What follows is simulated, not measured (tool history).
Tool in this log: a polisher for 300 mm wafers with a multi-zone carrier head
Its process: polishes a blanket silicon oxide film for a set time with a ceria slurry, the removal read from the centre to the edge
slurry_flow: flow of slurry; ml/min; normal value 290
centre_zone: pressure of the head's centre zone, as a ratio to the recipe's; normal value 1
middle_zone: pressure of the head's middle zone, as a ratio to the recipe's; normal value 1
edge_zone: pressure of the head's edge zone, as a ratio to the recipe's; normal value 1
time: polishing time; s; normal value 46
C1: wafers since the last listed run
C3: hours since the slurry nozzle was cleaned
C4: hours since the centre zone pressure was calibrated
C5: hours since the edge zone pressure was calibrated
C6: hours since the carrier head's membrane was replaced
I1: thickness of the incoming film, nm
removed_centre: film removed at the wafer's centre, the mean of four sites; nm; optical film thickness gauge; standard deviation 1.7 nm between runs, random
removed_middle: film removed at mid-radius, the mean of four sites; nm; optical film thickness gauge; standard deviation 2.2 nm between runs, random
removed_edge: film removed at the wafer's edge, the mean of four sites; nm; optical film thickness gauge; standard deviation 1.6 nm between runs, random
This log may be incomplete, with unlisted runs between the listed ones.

run 1 day=0 | slurry_flow=290 centre_zone=1 middle_zone=1 edge_zone=1 time=46 | C1=0 wafers_polished_on_this_pad=149 C3=76.5 C4=4.1 C5=259.7 C6=66.5 | I1=1934.1 | removed_centre=193.3 removed_middle=194.5 removed_edge=192.5
run 2 day=0.621 | slurry_flow=290 centre_zone=1 middle_zone=1 edge_zone=1 time=46 | C1=156 wafers_polished_on_this_pad=305 C3=91.4 C4=19 C5=274.6 C6=81.4 | I1=1886 | removed_centre=193.9 removed_middle=200.2 removed_edge=192.2
run 3 day=1.142 | slurry_flow=290 centre_zone=1 middle_zone=1 edge_zone=0.96 time=34 | C1=130 wafers_polished_on_this_pad=436 C3=103.9 C4=31.5 C5=287.1 C6=93.9 | I1=1881.3 | removed_centre=143.6 removed_middle=146.1 removed_edge=141.1
run 4 day=1.638 | slurry_flow=350 centre_zone=1 middle_zone=1.08 edge_zone=1 time=46 | C1=124 wafers_polished_on_this_pad=561 C3=115.8 C4=43.4 C5=299 C6=105.8 | I1=1919.2 | removed_centre=195.2 removed_middle=216.4 removed_edge=195.7
run 5 day=1.958 | slurry_flow=290 centre_zone=0.92 middle_zone=1 edge_zone=1 time=59 | C1=80 wafers_polished_on_this_pad=642 C3=123.5 C4=51.1 C5=306.7 C6=113.5 | I1=1941.1 | removed_centre=225.5 removed_middle=258.9 removed_edge=251.1
run 6 day=2.438 | slurry_flow=380 centre_zone=0.89 middle_zone=1 edge_zone=1.08 time=39 | C1=120 wafers_polished_on_this_pad=762 C3=135 C4=62.6 C5=318.2 C6=125 | I1=1923.5 | removed_centre=150.5 removed_middle=171.3 removed_edge=170
-- day=2.8 worn pad replaced by a new one
run 7 day=3.204 | slurry_flow=290 centre_zone=1 middle_zone=1 edge_zone=1 time=46 | C1=150 wafers_polished_on_this_pad=101 C3=153.4 C4=81 C5=336.6 C6=143.4 | I1=1915.7 | removed_centre=192.6 removed_middle=200 removed_edge=194.6
run 8 day=3.504 | slurry_flow=290 centre_zone=1 middle_zone=1 edge_zone=1.1 time=61 | C1=75 wafers_polished_on_this_pad=177 C3=160.6 C4=88.2 C5=343.8 C6=150.6 | I1=1913 | removed_centre=251.6 removed_middle=266.7 removed_edge=265.1
run 9 day=4.117 | slurry_flow=340 centre_zone=1 middle_zone=1 edge_zone=1 time=46 | C1=153 wafers_polished_on_this_pad=331 C3=175.3 C4=102.9 C5=358.5 C6=165.3 | I1=1921.9 | removed_centre=193.7 removed_middle=202.1 removed_edge=194.7
-- day=4.212 edge zone pressure recalibrated
run 10 day=4.375 | slurry_flow=290 centre_zone=1 middle_zone=1 edge_zone=1 time=46 | C1=43 wafers_polished_on_this_pad=375 C3=181.5 C4=109.1 C5=3.9 C6=171.5 | I1=1961.4 | removed_centre=191.7 removed_middle=199.2 removed_edge=195
run 11 day=4.738 | slurry_flow=290 centre_zone=1 middle_zone=1 edge_zone=1 time=38 | C1=91 wafers_polished_on_this_pad=466 C3=190.2 C4=117.8 C5=12.6 C6=180.2 | I1=1916.9 | removed_centre=156.7 removed_middle=163.6 removed_edge=160.6
run 12 day=5.029 | slurry_flow=290 centre_zone=1 middle_zone=1 edge_zone=1 time=46 | C1=73 wafers_polished_on_this_pad=539 C3=197.2 C4=124.8 C5=19.6 C6=187.2 | I1=1901.3 | removed_centre=191.5 removed_middle=199.4 removed_edge=196.5
run 13 day=5.562 | slurry_flow=360 centre_zone=1 middle_zone=1.09 edge_zone=1 time=31 | C1=134 wafers_polished_on_this_pad=673 C3=210 C4=137.6 C5=32.4 C6=200 | I1=1916.3 | removed_centre=127.4 removed_middle=146.7 removed_edge=133.6

Run 14, settings as shown, results not yet in. Your forecast:
-- day=5.921 worn pad replaced by a new one
run 14 day=6.112 | slurry_flow=290 centre_zone=1 middle_zone=1 edge_zone=0.95 time=46 | C1=96 wafers_polished_on_this_pad=47 C3=223.2 C4=150.8 C5=45.6 C6=213.2 | I1=1941.2 | removed_centre=? removed_middle=? removed_edge=?

{"run 14": {"removed_centre": 189.2, "removed_middle": 200.2, "removed_edge": 191.3}}
Minus the tool's unlogged condition, the same run would have read removed_centre 192.7 nm, removed_middle 200.1 nm, removed_edge 191.3 nm.

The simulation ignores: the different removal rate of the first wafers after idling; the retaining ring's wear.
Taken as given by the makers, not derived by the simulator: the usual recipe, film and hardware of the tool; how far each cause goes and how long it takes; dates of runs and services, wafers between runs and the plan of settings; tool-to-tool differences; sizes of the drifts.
